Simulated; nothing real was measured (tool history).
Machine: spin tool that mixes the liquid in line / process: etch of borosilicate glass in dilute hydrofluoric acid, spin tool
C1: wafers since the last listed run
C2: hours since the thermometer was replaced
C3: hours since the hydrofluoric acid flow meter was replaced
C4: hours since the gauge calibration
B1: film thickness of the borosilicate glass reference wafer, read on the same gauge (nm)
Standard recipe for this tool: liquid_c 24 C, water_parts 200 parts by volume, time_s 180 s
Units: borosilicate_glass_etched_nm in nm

run 1 hour=0 | liquid_c=24 water_parts=200 time_s=180 | C1=0 C2=949.6 C3=1296.3 C4=3.7 | B1=130.03 | borosilicate_glass_etched_nm=22.37
run 2 hour=11.3 | liquid_c=24 water_parts=200 time_s=180 | C1=54 C2=960.9 C3=1307.6 C4=15 | B1=129.94 | borosilicate_glass_etched_nm=22.34
run 3 hour=18.8 | liquid_c=24 water_parts=200 time_s=180 | C1=36 C2=968.4 C3=1315.1 C4=22.5 | B1=130 | borosilicate_glass_etched_nm=22.59
run 4 hour=34 | liquid_c=24 water_parts=200 time_s=180 | C1=73 C2=983.6 C3=1330.3 C4=37.7 | B1=130.04 | borosilicate_glass_etched_nm=22.32
run 5 hour=50.4 | liquid_c=24 water_parts=200 time_s=180 | C1=79 C2=1000 C3=1346.7 C4=54.1 | B1=130.01 | borosilicate_glass_etched_nm=22.75
run 6 hour=65.5 | liquid_c=24 water_parts=200 time_s=180 | C1=72 C2=1015.1 C3=1361.8 C4=69.2 | B1=129.98 | borosilicate_glass_etched_nm=22.7
run 7 hour=81.2 | liquid_c=24 water_parts=200 time_s=180 | C1=75 C2=1030.8 C3=1377.5 C4=84.9 | B1=129.97 | borosilicate_glass_etched_nm=22.46
run 8 hour=89.8 | liquid_c=24 water_parts=200 time_s=180 | C1=41 C2=1039.4 C3=1386.1 C4=93.5 | B1=129.98 | borosilicate_glass_etched_nm=22.53
run 9 hour=102.1 | liquid_c=24 water_parts=200 time_s=180 | C1=59 C2=1051.7 C3=1398.4 C4=105.8 | B1=130 | borosilicate_glass_etched_nm=22.58
run 10 hour=113.8 | liquid_c=24 water_parts=200 time_s=180 | C1=56 C2=1063.4 C3=1410.1 C4=117.5 | B1=130.02 | borosilicate_glass_etched_nm=22.88
-- hour=132.2 thermometer replaced
run 11 hour=132.7 | liquid_c=24 water_parts=200 time_s=245 | C1=86 C2=0.5 C3=1429 C4=136.4 | B1=130.03 | borosilicate_glass_etched_nm=28.01
-- hour=138.8 gauge calibrated
-- hour=171.4 hydrofluoric acid flow meter replaced
run 12 hour=179.1 | liquid_c=24 water_parts=275 time_s=95 | C1=219 C2=46.9 C3=7.7 C4=40.3 | B1=130.03 | borosilicate_glass_etched_nm=7.34
run 13 hour=195.9 | liquid_c=24 water_parts=200 time_s=180 | C1=81 C2=63.7 C3=24.5 C4=57.1 | B1=130 | borosilicate_glass_etched_nm=20.97
run 14 hour=202.2 | liquid_c=22 water_parts=150 time_s=180 | C1=30 C2=70 C3=30.8 C4=63.4 | B1=130.06 | borosilicate_glass_etched_nm=27.44
run 15 hour=219.1 | liquid_c=27.5 water_parts=155 time_s=275 | C1=81 C2=86.9 C3=47.7 C4=80.3 | B1=130.01 | borosilicate_glass_etched_nm=49.72
run 16 hour=230.3 | liquid_c=24 water_parts=200 time_s=180 | C1=54 C2=98.1 C3=58.9 C4=91.5 | B1=130 | borosilicate_glass_etched_nm=21.09
run 17 hour=241.1 | liquid_c=22 water_parts=200 time_s=100 | C1=52 C2=108.9 C3=69.7 C4=102.3 | B1=130.01 | borosilicate_glass_etched_nm=10.81
run 18 hour=254.2 | liquid_c=24 water_parts=200 time_s=180 | C1=63 C2=122 C3=82.8 C4=115.4 | B1=130 | borosilicate_glass_etched_nm=21.01
run 19 hour=268.7 | liquid_c=28.5 water_parts=160 time_s=180 | C1=70 C2=136.5 C3=97.3 C4=129.9 | B1=129.99 | borosilicate_glass_etched_nm=32.27
-- hour=272.2 gauge calibrated
run 20 hour=280.2 | liquid_c=24 water_parts=150 time_s=145 | C1=55 C2=148 C3=108.8 C4=8 | B1=130.01 | borosilicate_glass_etched_nm=24.08

How would selected steps in borosilicate_glass_etched_nm from run to run divide? Give the signed amount a tool lacking its hidden state would still show from settings, what came in and random variation, and the signed amount left for the hidden state, including any gauge scatter that is not in both of the compared results.
Hidden conditions of the tool in this case: liquid hotter than its thermometer reads (K); hydrofluoric acid flow above the setpoint (%); gauge reads high (%).
Run 10 -> 11: time_s 180 -> 245, thermometer replaced. borosilicate_glass_etched_nm +5.13 nm: hidden state -1.83, all else +6.96.
Run 14 -> 15: liquid_c 22 -> 27.5, water_parts 150 -> 155, time_s 180 -> 275. borosilicate_glass_etched_nm +22.28 nm: hidden state +0.4, all else +21.88.
Run 15 -> 16: liquid_c 27.5 -> 24, water_parts 155 -> 200, time_s 275 -> 180. borosilicate_glass_etched_nm -28.63 nm: hidden state -0.48, all else -28.15.

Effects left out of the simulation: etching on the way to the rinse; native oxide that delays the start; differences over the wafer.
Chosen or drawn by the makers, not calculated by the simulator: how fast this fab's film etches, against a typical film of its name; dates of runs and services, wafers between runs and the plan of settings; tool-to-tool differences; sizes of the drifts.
